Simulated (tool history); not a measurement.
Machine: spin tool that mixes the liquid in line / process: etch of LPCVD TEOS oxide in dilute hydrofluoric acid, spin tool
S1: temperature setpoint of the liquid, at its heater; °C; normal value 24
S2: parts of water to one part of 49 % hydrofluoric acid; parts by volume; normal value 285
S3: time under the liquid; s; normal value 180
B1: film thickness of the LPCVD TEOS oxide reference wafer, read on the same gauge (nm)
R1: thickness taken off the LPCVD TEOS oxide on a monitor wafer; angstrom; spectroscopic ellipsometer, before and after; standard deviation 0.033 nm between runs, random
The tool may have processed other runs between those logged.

run 1 hour=0 | S1=24 S2=285 S3=180 | B1=29.98 | R1=78.4
run 2 hour=22 | S1=24 S2=285 S3=180 | B1=30.02 | R1=77.3
-- hour=32.4 gauge calibrated
run 3 hour=48.8 | S1=24 S2=215 S3=180 | B1=29.97 | R1=110.4
run 4 hour=81.8 | S1=24 S2=215 S3=180 | B1=29.96 | R1=110.6
run 5 hour=98.8 | S1=24 S2=285 S3=180 | B1=30.01 | R1=77.1
run 6 hour=112.9 | S1=24 S2=285 S3=180 | B1=29.96 | R1=76.8
run 7 hour=142.2 | S1=27 S2=285 S3=180 | B1=30 | R1=85
run 8 hour=160.5 | S1=21 S2=285 S3=180 | B1=30 | R1=69.1
run 9 hour=192 | S1=21 S2=285 S3=180 | B1=30.01 | R1=68.5
run 10 hour=206.3 | S1=21 S2=285 S3=180 | B1=29.98 | R1=69
run 11 hour=237.3 | S1=26.5 S2=285 S3=180 | B1=30 | R1=82.5
run 12 hour=284.4 | S1=21.5 S2=335 S3=115 | B1=30.02 | R1=35.7
-- hour=287.2 thermometer replaced
run 13 hour=316.4 | S1=24 S2=420 S3=180 | B1=30 | R1=45.1
run 14 hour=334.5 | S1=28.5 S2=345 S3=265 | B1=29.99 | R1=100.6
-- hour=346.1 gauge calibrated
-- hour=365.1 hydrofluoric acid flow meter replaced
run 15 hour=365.6 | S1=24 S2=285 S3=180 | B1=30 | R1=79.7
run 16 hour=390.5 | S1=24 S2=180 S3=75 | B1=30.02 | R1=58.5
run 17 hour=410.5 | S1=27 S2=340 S3=240 | B1=30.02 | R1=92.7
run 18 hour=435.1 | S1=25.5 S2=285 S3=180 | B1=30.01 | R1=83.2
run 19 hour=500.6 | S1=28.5 S2=285 S3=85 | B1=29.96 | R1=43.3
run 20 hour=514.3 | S1=24 S2=285 S3=180 | B1=30 | R1=78

Consider 3 possible next runs. They are alternatives, not a sequence: every one starts from the tool as it was left by run 20. What does each give?
run A hour=514.8 | S1=24 S2=285 S3=180 | B1=? | R1=?
run B hour=514.8 | S1=22.5 S2=400 S3=180 | B1=? | R1=?
run C hour=514.8 | S1=24 S2=285 S3=260 | B1=? | R1=?

run=A B1=30 R1=78.3
run=B B1=30 R1=47.6
run=C B1=30 R1=113.1
Stripped of hidden state, with their random variation kept, the same runs would have yielded:
run=A R1=79.8
run=B R1=48.5
run=C R1=115.2
